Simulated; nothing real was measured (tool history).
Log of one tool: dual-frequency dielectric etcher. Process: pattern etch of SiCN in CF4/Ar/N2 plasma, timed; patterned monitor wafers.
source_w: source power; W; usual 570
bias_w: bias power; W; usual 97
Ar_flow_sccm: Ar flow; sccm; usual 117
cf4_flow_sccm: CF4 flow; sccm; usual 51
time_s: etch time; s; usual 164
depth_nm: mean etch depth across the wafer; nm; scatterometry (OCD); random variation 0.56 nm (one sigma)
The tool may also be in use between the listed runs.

run	hour	source_w	bias_w	Ar_flow_sccm	cf4_flow_sccm	time_s	read-back reference wafer on the same gauge, depth_nm	depth_nm
1	0	570	97	117	51	186	161	200.7
2	41	570	78	117	51	164	161	154.5
3	95.8	680	89	117	51	164	161.2	198.9
4	127.2	680	89	117	51	164	161	198.4
5	184.7	680	89	117	51	164	161.1	198.4
6	230	570	97	117	51	164	160.8	175.1
7	329.9	570	97	117	51	164	161	173.8
# hour 343.6: gauge calibrated
8	400.4	570	97	117	46	164	161	170.3
# hour 438.8: wet clean of the chamber
# hour 444.7: upper electrode replaced
9	456	570	97	117	51	164	160.9	176.5
# hour 471.8: bias power generator calibrated
10	489.5	570	97	117	51	164	161.2	176.2
# hour 514.7: source power generator calibrated
# hour 520.3: CF4 flow controller replaced
# hour 552.5: Ar flow controller replaced
11	639	570	97	117	51	164	161.1	180.2
12	664	570	97	117	40	164	161.1	171.1
13	697.5	570	81	117	58	164	161	163.6
14	723.1	570	110	126	51	187	160.9	218.5
15	755.5	610	78	110	51	117	160.9	119
16	784.6	570	97	117	51	190.5	161	206.7
17	819.9	700	97	117	51	201.5	160.9	269

3 ways to go on from here, each from the tool as it stands after run 17. What would each give?
A	820.4	620	97	117	51	164	?	?
B	820.4	660	97	117	44	164	?	?
C	820.4	630	97	117	51	177.5	?	?

run	read-back reference wafer on the same gauge, depth_nm	depth_nm
A	161	193.7
B	161	200.4
C	161	213.1
Without the tool's hidden state the same runs would have given:
run	depth_nm
A	198
B	204.9
C	217.9

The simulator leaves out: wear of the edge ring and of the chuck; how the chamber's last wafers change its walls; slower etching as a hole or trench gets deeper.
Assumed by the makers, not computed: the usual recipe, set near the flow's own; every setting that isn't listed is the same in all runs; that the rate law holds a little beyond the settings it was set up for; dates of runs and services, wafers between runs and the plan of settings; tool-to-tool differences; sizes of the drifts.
